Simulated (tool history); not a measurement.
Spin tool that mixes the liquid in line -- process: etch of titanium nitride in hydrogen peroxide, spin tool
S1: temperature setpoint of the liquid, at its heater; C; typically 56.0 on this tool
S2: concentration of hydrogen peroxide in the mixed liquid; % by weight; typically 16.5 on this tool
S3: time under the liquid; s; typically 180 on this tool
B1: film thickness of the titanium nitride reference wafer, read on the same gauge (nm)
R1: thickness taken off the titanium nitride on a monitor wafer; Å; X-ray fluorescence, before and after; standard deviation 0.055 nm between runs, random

run 1 hour=0.0 | S1=56.0 S2=12.5 S3=180 | B1=49.98 | R1=125.1
run 2 hour=58.0 | S1=56.0 S2=12.5 S3=180 | B1=50.00 | R1=123.6
run 3 hour=94.7 | S1=56.0 S2=16.5 S3=180 | B1=49.97 | R1=131.2
-- hour=101.0 new drum of peroxide connected
-- hour=130.8 thermometer replaced
run 4 hour=171.5 | S1=56.0 S2=13.0 S3=180 | B1=50.03 | R1=125.4
run 5 hour=236.0 | S1=56.0 S2=13.0 S3=180 | B1=50.00 | R1=125.2
-- hour=236.3 gauge calibrated
run 6 hour=330.5 | S1=56.0 S2=13.0 S3=180 | B1=49.94 | R1=124.8
run 7 hour=428.9 | S1=53.0 S2=16.5 S3=180 | B1=50.04 | R1=107.0
run 8 hour=503.2 | S1=61.0 S2=13.0 S3=180 | B1=50.01 | R1=176.7
run 9 hour=573.5 | S1=61.0 S2=13.0 S3=180 | B1=50.02 | R1=177.2
run 10 hour=667.8 | S1=61.0 S2=13.0 S3=180 | B1=50.00 | R1=177.8
run 11 hour=712.6 | S1=49.5 S2=20.0 S3=180 | B1=50.01 | R1=86.9
run 12 hour=779.0 | S1=56.0 S2=16.5 S3=180 | B1=49.98 | R1=131.0
run 13 hour=843.8 | S1=62.0 S2=16.5 S3=115 | B1=49.97 | R1=126.1
run 14 hour=933.3 | S1=56.0 S2=16.5 S3=180 | B1=50.04 | R1=131.4
-- hour=1021.0 new drum of peroxide connected
-- hour=1169.1 thermometer replaced
run 15 hour=1244.8 | S1=56.0 S2=16.5 S3=180 | B1=49.99 | R1=131.3
-- hour=1330.5 peroxide flow meter replaced
run 16 hour=1331.8 | S1=56.0 S2=16.5 S3=180 | B1=50.00 | R1=131.7
-- hour=1348.9 gauge calibrated
run 17 hour=1386.4 | S1=64.5 S2=18.0 S3=290 | B1=50.03 | R1=380.3
-- hour=1454.9 heated supply line repaired
run 18 hour=1484.9 | S1=62.0 S2=16.5 S3=115 | B1=49.99 | R1=127.0
run 19 hour=1574.6 | S1=64.0 S2=16.5 S3=215 | B1=49.98 | R1=271.8
run 20 hour=1638.0 | S1=56.0 S2=16.5 S3=180 | B1=50.04 | R1=131.1
run 21 hour=1686.2 | S1=50.0 S2=16.5 S3=180 | B1=49.98 | R1=85.6
run 22 hour=1749.8 | S1=61.5 S2=16.5 S3=180 | B1=50.01 | R1=192.8
run 23 hour=1811.0 | S1=51.0 S2=12.5 S3=245 | B1=49.97 | R1=118.6
run 24 hour=1913.4 | S1=52.5 S2=18.0 S3=235 | B1=50.04 | R1=136.6

Predict each of these 5 candidate next runs independently; none follows another, all start after run 24:
run A hour=1913.9 | S1=56.0 S2=16.5 S3=95 | B1=? | R1=?
run B hour=1913.9 | S1=46.5 S2=19.5 S3=280 | B1=? | R1=?
run C hour=1913.9 | S1=56.0 S2=19.5 S3=145 | B1=? | R1=?
run D hour=1913.9 | S1=56.0 S2=12.5 S3=105 | B1=? | R1=?
run E hour=1913.9 | S1=56.0 S2=20.5 S3=105 | B1=? | R1=?

run=A B1=49.99 R1=69.3
run=B B1=49.99 R1=107.1
run=C B1=49.99 R1=109.6
run=D B1=49.99 R1=72.2
run=E B1=49.99 R1=80.2
With the hidden condition removed and each run's random variation left untouched, the same runs would have given:
run=A R1=69.3
run=B R1=107.1
run=C R1=109.6
run=D R1=72.2
run=E R1=80.2
